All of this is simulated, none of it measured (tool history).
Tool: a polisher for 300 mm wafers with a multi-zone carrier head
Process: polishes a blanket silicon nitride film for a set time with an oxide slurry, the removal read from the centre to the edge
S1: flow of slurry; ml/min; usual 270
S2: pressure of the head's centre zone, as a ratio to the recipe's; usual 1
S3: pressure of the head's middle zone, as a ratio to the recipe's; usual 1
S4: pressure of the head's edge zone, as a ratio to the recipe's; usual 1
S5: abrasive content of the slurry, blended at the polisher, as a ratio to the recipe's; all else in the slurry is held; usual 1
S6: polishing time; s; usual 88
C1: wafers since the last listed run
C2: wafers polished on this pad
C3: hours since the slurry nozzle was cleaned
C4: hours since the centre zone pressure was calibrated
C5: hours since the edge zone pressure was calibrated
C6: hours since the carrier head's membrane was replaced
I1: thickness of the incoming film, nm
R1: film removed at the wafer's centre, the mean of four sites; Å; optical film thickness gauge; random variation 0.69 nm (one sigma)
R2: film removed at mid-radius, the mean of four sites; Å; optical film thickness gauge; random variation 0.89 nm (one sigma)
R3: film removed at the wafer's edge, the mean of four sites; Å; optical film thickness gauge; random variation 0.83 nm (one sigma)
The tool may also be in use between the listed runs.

Run 1, hour 0: usual settings; C1 0; C2 4006; C3 325.4; C4 57.2; C5 79.8; C6 645.1; I1 323.2. Result: R1 653 Å, R2 617 Å, R3 635 Å.
At hour 28.1: worn pad replaced by a new one.
Run 2, hour 72.8: usual settings; C1 907; C2 590; C3 398.2; C4 130; C5 152.6; C6 717.9; I1 323.3. Result: R1 654 Å, R2 621 Å, R3 622 Å.
At hour 88.1: carrier head's membrane replaced by a new one.
Run 3, hour 124.6: usual settings; C1 617; C2 1207; C3 450; C4 181.8; C5 204.4; C6 36.5; I1 318.5. Result: R1 642 Å, R2 622 Å, R3 607 Å.
Run 4, hour 172: usual settings but S6 66 s; C1 625; C2 1833; C3 497.4; C4 229.2; C5 251.8; C6 83.9; I1 320.7. Result: R1 476 Å, R2 466 Å, R3 465 Å.
Run 5, hour 260.3: usual settings; C1 1165; C2 2998; C3 585.7; C4 317.5; C5 340.1; C6 172.2; I1 318.3. Result: R1 631 Å, R2 616 Å, R3 633 Å.
At hour 267.4: slurry nozzle cleaned.
At hour 338.2: worn pad replaced by a new one.
Run 6, hour 338.7: usual settings; C1 968; C2 6; C3 71.3; C4 395.9; C5 418.5; C6 250.6; I1 319. Result: R1 607 Å, R2 626 Å, R3 622 Å.
Run 7, hour 382.4: usual settings; C1 576; C2 583; C3 115; C4 439.6; C5 462.2; C6 294.3; I1 322. Result: R1 580 Å, R2 611 Å, R3 627 Å.
At hour 428.9: centre zone pressure recalibrated.
Run 8, hour 467.1: usual settings; C1 1091; C2 1674; C3 199.7; C4 38.2; C5 546.9; C6 379; I1 313.4. Result: R1 622 Å, R2 634 Å, R3 616 Å.
Run 9, hour 523.6: usual settings; C1 745; C2 2419; C3 256.2; C4 94.7; C5 603.4; C6 435.5; I1 322.9. Result: R1 630 Å, R2 611 Å, R3 628 Å.
At hour 547.3: edge zone pressure recalibrated.
Run 10, hour 565.1: usual settings but S2 1.04; C1 521; C2 2941; C3 297.7; C4 136.2; C5 17.8; C6 477; I1 317.7. Result: R1 648 Å, R2 629 Å, R3 631 Å.
At hour 621.3: worn pad replaced by a new one.
Run 11, hour 622.6: usual settings; C1 705; C2 16; C3 355.2; C4 193.7; C5 75.3; C6 534.5; I1 314.6. Result: R1 604 Å, R2 618 Å, R3 622 Å.
Run 12, hour 766.2: usual settings but S2 1.09, S4 1.09; C1 1894; C2 1911; C3 498.8; C4 337.3; C5 218.9; C6 678.1; I1 321. Result: R1 639 Å, R2 622 Å, R3 629 Å.
At hour 811.7: carrier head's membrane replaced by a new one.
Run 13, hour 819.2: usual settings but S3 1.09, S4 0.9, S5 0.8, S6 71 s; C1 633; C2 2544; C3 551.8; C4 390.3; C5 271.9; C6 7.5; I1 323.4. Result: R1 417 Å, R2 475 Å, R3 429 Å.
Run 14, hour 858: usual settings but S5 0.9; C1 511; C2 3056; C3 590.6; C4 429.1; C5 310.7; C6 46.3; I1 319.9. Result: R1 544 Å, R2 585 Å, R3 600 Å.
Run 15, hour 896.7: usual settings but S1 185 ml/min, S3 0.89, S4 0.93, S5 0.8; C1 510; C2 3567; C3 629.3; C4 467.8; C5 349.4; C6 85; I1 325.1. Result: R1 469 Å, R2 504 Å, R3 536 Å.
At hour 904.4: centre zone pressure recalibrated.
At hour 909.8: worn pad replaced by a new one.
At hour 968.2: slurry nozzle cleaned.
Run 16, hour 972.7: usual settings but S3 0.88, S4 0.97, S5 1.2; C1 910; C2 816; C3 4.5; C4 68.3; C5 425.4; C6 161; I1 319.9. Result: R1 682 Å, R2 628 Å, R3 651 Å.
Run 17, hour 1038.6: usual settings but S1 200 ml/min, S6 99 s; C1 869; C2 1685; C3 70.4; C4 134.2; C5 491.3; C6 226.9; I1 316.5. Result: R1 684 Å, R2 663 Å, R3 682 Å.
Run 18, hour 1082.8: usual settings but S1 200 ml/min, S4 1.1; C1 583; C2 2269; C3 114.6; C4 178.4; C5 535.5; C6 271.1; I1 314.2. Result: R1 607 Å, R2 603 Å, R3 639 Å.
Run 19, hour 1149.1: usual settings but S4 0.92; C1 874; C2 3143; C3 180.9; C4 244.7; C5 601.8; C6 337.4; I1 318.7. Result: R1 629 Å, R2 635 Å, R3 598 Å.
At hour 1194.4: worn pad replaced by a new one.
Run 20, hour 1213.8: usual settings but S2 1.12, S3 1.05; C1 800; C2 256; C3 245.6; C4 309.4; C5 666.5; C6 402.1; I1 324.8. Result: R1 677 Å, R2 637 Å, R3 624 Å.
At hour 1232.7: edge zone pressure recalibrated.
Run 21, hour 1287.6: usual settings but S5 1.2, S6 62 s; C1 947; C2 1203; C3 319.4; C4 383.2; C5 54.9; C6 475.9; I1 320.6. Result: R1 442 Å, R2 464 Å, R3 469 Å.
At hour 1326.1: centre zone pressure recalibrated.
Run 22, hour 1370.3: usual settings; C1 1064; C2 2268; C3 402.1; C4 44.2; C5 137.6; C6 558.6; I1 319.7. Result: R1 637 Å, R2 623 Å, R3 620 Å.

Forecast each of these 3 alternatives for the next run:
Run A, hour 1370.7: usual settings but S1 195 ml/min; C1 5; C2 2273; C3 402.5; C4 44.6; C5 138; C6 559; I1 319.5. Result: R1 ?, R2 ?, R3 ?.
Run B, hour 1370.7: usual settings but S1 235 ml/min, S4 0.89; C1 5; C2 2273; C3 402.5; C4 44.6; C5 138; C6 559; I1 319.5. Result: R1 ?, R2 ?, R3 ?.
Run C, hour 1370.7: usual settings but S3 0.9, S4 0.9; C1 5; C2 2273; C3 402.5; C4 44.6; C5 138; C6 559; I1 319.5. Result: R1 ?, R2 ?, R3 ?.

run   R1   R2   R3
  A  619  582  609
  B  639  599  589
  C  651  568  600
Without the tool's hidden state the same runs would have given:
run   R1   R2   R3
  A  617  582  609
  B  638  599  589
  C  650  568  600

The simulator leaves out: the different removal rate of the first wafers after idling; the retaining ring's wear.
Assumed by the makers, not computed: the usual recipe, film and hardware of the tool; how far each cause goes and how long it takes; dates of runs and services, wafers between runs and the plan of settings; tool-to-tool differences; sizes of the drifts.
